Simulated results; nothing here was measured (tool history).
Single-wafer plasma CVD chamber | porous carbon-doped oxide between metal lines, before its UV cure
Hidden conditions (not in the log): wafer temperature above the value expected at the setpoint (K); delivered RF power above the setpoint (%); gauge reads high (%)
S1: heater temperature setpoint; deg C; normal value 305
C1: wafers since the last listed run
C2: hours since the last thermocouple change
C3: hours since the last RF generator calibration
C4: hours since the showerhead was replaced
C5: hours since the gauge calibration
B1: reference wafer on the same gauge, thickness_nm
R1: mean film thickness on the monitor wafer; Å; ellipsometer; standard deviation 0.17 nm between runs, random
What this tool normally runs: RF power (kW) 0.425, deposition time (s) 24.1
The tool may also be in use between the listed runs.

{"run": 1, "day": 0.0, "S1": 301, "RF power (kW)": 0.425, "deposition time (s)": 24.1, "C1": 0, "C2": 1773.8, "C3": 2265.0, "C4": 3591.3, "C5": 81.3, "B1": 135.025, "R1": 1113.62}
{"run": 2, "day": 0.738, "S1": 305, "RF power (kW)": 0.425, "deposition time (s)": 24.1, "C1": 427, "C2": 1791.5, "C3": 2282.7, "C4": 3609.0, "C5": 99.0, "B1": 134.997, "R1": 1092.7}
{"run": 3, "day": 1.054, "S1": 305, "RF power (kW)": 0.425, "deposition time (s)": 24.1, "C1": 183, "C2": 1799.1, "C3": 2290.3, "C4": 3616.6, "C5": 106.6, "B1": 135.023, "R1": 1091.36}
{"run": 4, "day": 2.425, "S1": 305, "RF power (kW)": 0.425, "deposition time (s)": 24.1, "C1": 795, "C2": 1832.0, "C3": 2323.2, "C4": 3649.5, "C5": 139.5, "B1": 135.008, "R1": 1093.43}
{"run": 5, "day": 3.162, "S1": 305, "RF power (kW)": 0.425, "deposition time (s)": 24.1, "C1": 427, "C2": 1849.7, "C3": 2340.9, "C4": 3667.2, "C5": 157.2, "B1": 134.966, "R1": 1093.74}
{"run": 6, "day": 4.654, "S1": 305, "RF power (kW)": 0.425, "deposition time (s)": 24.1, "C1": 865, "C2": 1885.5, "C3": 2376.7, "C4": 3703.0, "C5": 193.0, "B1": 134.967, "R1": 1091.21}
{"day": 5.05, "done": "showerhead replaced"}
{"run": 7, "day": 5.071, "S1": 305, "RF power (kW)": 0.425, "deposition time (s)": 24.1, "C1": 48, "C2": 1895.5, "C3": 2386.7, "C4": 0.5, "C5": 203.0, "B1": 135.014, "R1": 1093.25}
{"day": 5.5, "done": "RF generator calibrated"}
{"run": 8, "day": 5.521, "S1": 305, "RF power (kW)": 0.365, "deposition time (s)": 25.2, "C1": 67, "C2": 1906.3, "C3": 0.5, "C4": 11.3, "C5": 213.8, "B1": 134.981, "R1": 1099.92}
{"day": 5.596, "done": "gauge calibrated"}
{"run": 9, "day": 5.904, "S1": 305, "RF power (kW)": 0.425, "deposition time (s)": 27.9, "C1": 222, "C2": 1915.5, "C3": 9.7, "C4": 20.5, "C5": 7.4, "B1": 135.047, "R1": 1305.17}
{"run": 10, "day": 6.571, "S1": 300, "RF power (kW)": 0.425, "deposition time (s)": 24.1, "C1": 386, "C2": 1931.5, "C3": 25.7, "C4": 36.5, "C5": 23.4, "B1": 134.984, "R1": 1162.16}
{"day": 7.379, "done": "thermocouple changed; heater temperature recalibrated"}
{"run": 11, "day": 7.4, "S1": 300, "RF power (kW)": 0.425, "deposition time (s)": 24.1, "C1": 287, "C2": 0.5, "C3": 45.6, "C4": 56.4, "C5": 43.3, "B1": 134.952, "R1": 1190.68}
{"run": 12, "day": 7.671, "S1": 300, "RF power (kW)": 0.425, "deposition time (s)": 24.1, "C1": 157, "C2": 7.0, "C3": 52.1, "C4": 62.9, "C5": 49.8, "B1": 134.964, "R1": 1188.67}
{"run": 13, "day": 8.408, "S1": 305, "RF power (kW)": 0.425, "deposition time (s)": 22.1, "C1": 427, "C2": 24.7, "C3": 69.8, "C4": 80.6, "C5": 67.5, "B1": 135.035, "R1": 1063.6}

Run 14 comes next. What will it give?
{"run": 14, "day": 8.812, "S1": 315, "RF power (kW)": 0.5, "deposition time (s)": 25.5, "C1": 234, "C2": 34.4, "C3": 79.5, "C4": 90.3, "C5": 77.2, "B1": "?", "R1": "?"}

B1: 135.037
R1: 1268.59 Å
Take away the tool's hidden state, keep the run-to-run variation as it was, and the same run would have given R1 1272.42 Å.

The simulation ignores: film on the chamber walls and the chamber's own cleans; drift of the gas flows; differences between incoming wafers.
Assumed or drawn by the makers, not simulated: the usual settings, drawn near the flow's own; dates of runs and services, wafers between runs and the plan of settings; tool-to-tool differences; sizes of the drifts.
